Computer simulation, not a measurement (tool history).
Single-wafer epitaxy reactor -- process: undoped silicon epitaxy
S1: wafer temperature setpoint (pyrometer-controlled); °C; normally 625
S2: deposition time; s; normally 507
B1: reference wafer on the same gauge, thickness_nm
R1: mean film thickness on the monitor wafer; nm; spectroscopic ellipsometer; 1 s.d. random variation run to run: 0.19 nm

| run | day | S1 | S2 | B1 | R1 |
|---|---|---|---|---|---|
| 1 | 0.000 | 625 | 507 | 44.197 | 45.941 |
| 2 | 3.317 | 625 | 507 | 44.165 | 45.405 |
| 3 | 7.112 | 625 | 507 | 44.122 | 45.263 |
| 4 | 10.808 | 625 | 572 | 44.188 | 50.700 |
| 5 | 13.862 | 625 | 572 | 44.239 | 50.704 |
| 6 | 16.979 | 625 | 572 | 44.284 | 50.539 |
|  | 18.438 | pyrometer calibrated |
| 7 | 18.738 | 632 | 451 | 44.196 | 48.275 |
| 8 | 20.908 | 632 | 451 | 44.218 | 48.132 |
| 9 | 23.104 | 625 | 576 | 44.203 | 53.636 |
| 10 | 25.771 | 625 | 576 | 44.187 | 53.308 |
| 11 | 28.158 | 625 | 507 | 44.317 | 46.954 |
|  | 34.392 | gauge calibrated |
| 12 | 37.854 | 629 | 464 | 44.199 | 46.564 |

The next listed run, before its measurement:
| 13 | 39.642 | 632 | 465 | ? | ? |

B1: 44.224
R1: 49.463 nm
Minus the tool's unlogged condition, the same run would have read R1 50.636 nm.

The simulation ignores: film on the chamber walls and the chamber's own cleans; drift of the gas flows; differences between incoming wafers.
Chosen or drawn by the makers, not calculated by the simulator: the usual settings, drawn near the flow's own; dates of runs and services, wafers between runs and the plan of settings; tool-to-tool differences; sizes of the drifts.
